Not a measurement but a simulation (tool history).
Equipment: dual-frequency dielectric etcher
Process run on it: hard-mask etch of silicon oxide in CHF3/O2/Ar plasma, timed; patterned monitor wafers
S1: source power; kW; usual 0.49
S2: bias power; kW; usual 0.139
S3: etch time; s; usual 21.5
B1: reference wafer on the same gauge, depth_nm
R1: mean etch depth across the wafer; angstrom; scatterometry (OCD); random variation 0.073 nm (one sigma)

run,hour,S1,S2,S3,B1,R1
1,0,0.49,0.139,21.5,36.17,325.9
2,16.3,0.49,0.139,21.5,36.16,326.5
3,23.9,0.49,0.139,21.5,36.15,326.3
4,40.8,0.49,0.139,21.5,36.21,325.6
5,56.6,0.49,0.139,21.5,36.19,325.4
6,74.2,0.49,0.139,21.5,36.22,322.9
7,80.4,0.49,0.139,25.5,36.22,383.6
8,95.7,0.49,0.139,25.5,36.24,384.1
9,107.3,0.49,0.139,21.5,36.21,323.2
10,120.1,0.49,0.139,21.5,36.23,323.3
11,130.5,0.58,0.139,25,36.2,412.2
12,137.8,0.58,0.139,25,36.22,410.5
13,147.4,0.58,0.139,25,36.19,410.2
14,162.4,0.4,0.168,16,36.21,220
# hour 170.1: source power generator calibrated
15,171.2,0.4,0.168,16,36.23,220
16,184,0.44,0.171,21.5,36.21,313.4
17,200,0.4,0.168,16,36.18,220.2
18,217.4,0.45,0.162,16.5,36.23,240.7
19,225.7,0.52,0.151,20,36.21,312.5
# hour 232: gauge calibrated
# hour 240.8: bias power generator calibrated
# hour 251.7: upper electrode replaced
# hour 253.3: wet clean of the chamber
20,253.8,0.49,0.163,21.5,36.17,341.8
21,254.1,0.56,0.139,21.5,36.18,357.4
22,259.7,0.49,0.16,26,36.23,412.1
23,277.4,0.49,0.127,28,36.22,425.1
24,288.6,0.49,0.139,21.5,36.24,332.1
25,295,0.49,0.139,21.5,36.19,329.4
26,310.3,0.49,0.139,21.5,36.2,330.8
27,325.1,0.54,0.123,24,36.2,381.9

Each row is a separate what-if for the run after 27, all from the same tool condition, not one after another. Results?
A,325.5,0.49,0.139,21.5,?,?
B,325.5,0.59,0.113,15.5,?,?
C,325.5,0.55,0.125,16.5,?,?
D,325.5,0.54,0.139,27.5,?,?

run,B1,R1
A,36.21,329.8
B,36.21,254.9
C,36.21,265.2
D,36.21,445
Stripped of hidden state, with their random variation kept, the same runs would have yielded:
run,R1
A,331.6
B,256.3
C,266.7
D,447.4
